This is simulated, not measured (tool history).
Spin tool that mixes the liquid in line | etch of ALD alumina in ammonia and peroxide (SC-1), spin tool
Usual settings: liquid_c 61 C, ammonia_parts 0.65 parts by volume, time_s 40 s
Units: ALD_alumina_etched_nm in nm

run   hour  liquid_c  ammonia_parts  time_s  wafers since the last listed run  hours since the thermometer was replaced  hours since the ammonia flow meter was replaced  hours since the heated supply line was repaired  hours since the drum of ammonia solution was connected  hours since the gauge calibration  read-back film thickness of the ALD alumina reference wafer, read on the same gauge (nm)  ALD_alumina_etched_nm
  1      0        61           0.65      40                                 0                                     715.8                                           1615.8                                           2547.7                                                   887.4                              127.6                                                                                    150.01                   5.23
  2    6.2        61           0.65      40                               119                                       722                                             1622                                           2553.9                                                   893.6                              133.8                                                                                    149.96                    5.3
  3     24        61           0.65      30                               342                                     739.8                                           1639.8                                           2571.7                                                   911.4                              151.6                                                                                    149.98                   3.91
  4   34.2        61           0.65      30                               196                                       750                                             1650                                           2581.9                                                   921.6                              161.8                                                                                    149.99                   3.94
  5     44        61            0.8      40                               188                                     759.8                                           1659.8                                           2591.7                                                   931.4                              171.6                                                                                    150.02                   5.39
  6   53.3        61            0.8      40                               179                                     769.1                                           1669.1                                             2601                                                   940.7                              180.9                                                                                       150                    5.3
  7   62.2        61            0.8      40                               171                                       778                                             1678                                           2609.9                                                   949.6                              189.8                                                                                    149.99                   5.34
      63.3  -- new drum of ammonia solution connected
        80  -- heated supply line repaired
  8   80.5        61           0.65      40                               313                                     796.3                                           1696.3                                              0.5                                                    17.2                              208.1                                                                                       150                   6.27
  9     93        61           0.65      40                               240                                     808.8                                           1708.8                                               13                                                    29.7                              220.6                                                                                    150.03                    6.3
 10  103.4        61           0.75      40                               200                                     819.2                                           1719.2                                             23.4                                                    40.1                                231                                                                                    150.01                   6.43
     117.6  -- ammonia flow meter replaced
 11  120.5      52.5            0.9      20                               309                                     836.3                                              2.9                                             40.5                                                    57.2                              248.1                                                                                    149.98                   2.06
 12  134.5        61           0.65      40                               269                                     850.3                                             16.9                                             54.5                                                    71.2                              262.1                                                                                    150.02                   6.33
 13  150.1        61           0.65      40                               300                                     865.9                                             32.5                                             70.1                                                    86.8                              277.7                                                                                    150.02                   6.26
 14  157.4        56            0.4      50                               140                                     873.2                                             39.8                                             77.4                                                    94.1                                285                                                                                    150.01                   5.79
     171.3  -- gauge calibrated
 15  181.2        53           0.65      40                               458                                       897                                             63.6                                            101.2                                                   117.9                                9.9                                                                                    149.97                   4.12
     183.9  -- thermometer replaced
 16  191.9        61           0.65      40                               186                                         8                                             74.3                                            111.9                                                   128.6                               20.6                                                                                    150.01                   6.27
 17  218.7        61           0.65      30                               515                                      34.8                                            101.1                                            138.7                                                   155.4                               47.4                                                                                    149.99                   4.71
 18  226.7        70           0.75      20                               153                                      42.8                                            109.1                                            146.7                                                   163.4                               55.4                                                                                    150.02                   4.96
 19    234        57           0.65      40                               140                                      50.1                                            116.4                                              154                                                   170.7                               62.7                                                                                    150.03                   5.09
 20  245.1      68.5            0.5      55                               213                                      61.2                                            127.5                                            165.1                                                   181.8                               73.8                                                                                    150.01                  12.02
 21  260.3        61           0.65      55                               292                                      76.4                                            142.7                                            180.3                                                     197                                 89                                                                                    149.97                   8.57
 22  274.9        61           0.85      50                               281                                        91                                            157.3                                            194.9                                                   211.6                              103.6                                                                                    149.99                   8.02
 23  286.1        61           0.35      40                               215                                     102.2                                            168.5                                            206.1                                                   222.8                              114.8                                                                                    150.01                    5.9
 24  300.9        61           0.35      30                               284                                       117                                            183.3                                            220.9                                                   237.6                              129.6                                                                                    149.99                   4.43

Forecast each of these 5 alternatives for the next run:
  A  301.3        61           0.65      40                                 7                                     117.4                                            183.7                                            221.3                                                     238                                130                                                                                         ?                      ?
  B  301.3        61            0.4      65                                 7                                     117.4                                            183.7                                            221.3                                                     238                                130                                                                                         ?                      ?
  C  301.3        70           0.85      55                                 7                                     117.4                                            183.7                                            221.3                                                     238                                130                                                                                         ?                      ?
  D  301.3      54.5           0.65      40                                 7                                     117.4                                            183.7                                            221.3                                                     238                                130                                                                                         ?                      ?
  E  301.3        61           0.85      65                                 7                                     117.4                                            183.7                                            221.3                                                     238                                130                                                                                         ?                      ?

run  read-back film thickness of the ALD alumina reference wafer, read on the same gauge (nm)  ALD_alumina_etched_nm
  A                                                                                    150.01                   6.21
  B                                                                                    150.01                   9.64
  C                                                                                    150.01                  13.68
  D                                                                                    150.01                   4.42
  E                                                                                    150.01                  10.35
Without the tool's hidden state the same runs would have given:
run  ALD_alumina_etched_nm
  A                   6.32
  B                    9.8
  C                   13.9
  D                    4.5
  E                  10.53
